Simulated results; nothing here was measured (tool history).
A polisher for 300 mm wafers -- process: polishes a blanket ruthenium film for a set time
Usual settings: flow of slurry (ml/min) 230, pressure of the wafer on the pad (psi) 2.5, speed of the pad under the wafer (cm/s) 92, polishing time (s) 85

run	hour	flow of slurry (ml/min)	pressure of the wafer on the pad (psi)	speed of the pad under the wafer (cm/s)	polishing time (s)	wafers since the last listed run	wafers polished on this pad	hours since the slurry nozzle was cleaned	hours since the head pressure was calibrated	incoming thickness of the incoming film, nm	film removed (nm)
1	0.0	280	2.5	92	85	0	537	532.9	36.7	627.9	105.3
2	23.9	280	2.5	92	85	348	886	556.8	60.6	640.0	102.3
3	42.6	280	2.5	92	85	272	1158	575.5	79.3	644.9	104.1
4	56.7	230	1.9	92	85	205	1363	589.6	93.4	645.4	80.4
5	85.5	230	2.5	92	85	419	1783	618.4	122.2	636.9	102.7
# hour 98.7: worn pad replaced by a new one
6	111.8	230	2.5	92	85	324	191	644.7	148.5	640.9	99.6
7	134.8	230	3.2	70	85	335	526	667.7	171.5	641.3	101.6
8	160.8	230	3.2	70	85	378	905	693.7	197.5	646.6	102.6
9	193.4	230	2.5	68	85	474	1379	726.3	230.1	638.2	80.0
10	210.7	230	2.5	92	85	251	1631	743.6	247.4	630.4	99.4
11	226.5	230	2.5	92	85	230	1862	759.4	263.2	633.7	100.3
# hour 246.9: worn pad replaced by a new one
12	255.1	230	2.5	108	95	358	119	788.0	291.8	647.9	127.8
13	269.1	230	2.5	92	85	203	322	802.0	305.8	641.1	99.7
14	286.5	230	2.5	92	85	253	576	819.4	323.2	642.3	98.8
# hour 287.8: slurry nozzle cleaned
15	310.4	275	2.5	92	85	333	909	22.6	347.1	643.8	107.6
16	342.9	305	3.1	92	66	473	1383	55.1	379.6	630.8	101.5
17	371.7	205	3.2	108	94	419	1802	83.9	408.4	635.9	163.0
# hour 387.9: worn pad replaced by a new one
18	388.4	160	3.0	84	85	184	7	100.6	425.1	639.9	111.8
# hour 412.6: head pressure recalibrated
19	422.3	230	2.5	110	99	464	472	134.5	9.7	634.6	138.4
20	439.6	230	1.9	76	72	251	724	151.8	27.0	633.5	62.4
21	473.5	230	2.1	92	85	493	1218	185.7	60.9	639.4	89.4
22	500.7	230	2.5	92	85	396	1614	212.9	88.1	640.8	104.8
# hour 522.6: worn pad replaced by a new one
23	532.3	185	2.2	110	110	402	140	244.5	119.7	639.6	136.0
24	564.3	230	2.5	92	85	466	607	276.5	151.7	638.5	103.7
25	589.3	230	2.5	92	85	364	971	301.5	176.7	631.6	103.8
26	604.4	230	2.5	92	60	219	1191	316.6	191.8	639.2	73.1
27	620.8	180	3.3	120	85	238	1429	333.0	208.2	638.1	160.5
28	638.4	155	2.5	92	85	256	1686	350.6	225.8	654.8	99.9
# hour 647.6: worn pad replaced by a new one
29	653.6	195	2.2	116	64	163	87	365.8	241.0	633.4	81.7

Hidden state or all else? Some run-to-run changes of film removed (nm), split into what the settings, what came in and random variation would give without the hidden state, and what is left for the hidden state (with any gauge scatter that isn't in both results):
The hidden state here: removal rate lost through wear of the pad, %; slurry flow missing at the pad, %; deviation of the head's pressure from its setpoint, %.
Run 14 -> 15: flow of slurry (ml/min) 230 -> 275, slurry nozzle cleaned. film removed (nm) +8.8: hidden state +6.6, all else +2.2.
Run 19 -> 20: pressure of the wafer on the pad (psi) 2.5 -> 1.9, speed of the pad under the wafer (cm/s) 110 -> 76, polishing time (s) 99 -> 72. film removed (nm) -76.0: hidden state +0.6, all else -76.6.
Run 26 -> 27: flow of slurry (ml/min) 230 -> 180, pressure of the wafer on the pad (psi) 2.5 -> 3.3, speed of the pad under the wafer (cm/s) 92 -> 120, polishing time (s) 60 -> 85. film removed (nm) +87.4: hidden state -2.5, all else +89.9.
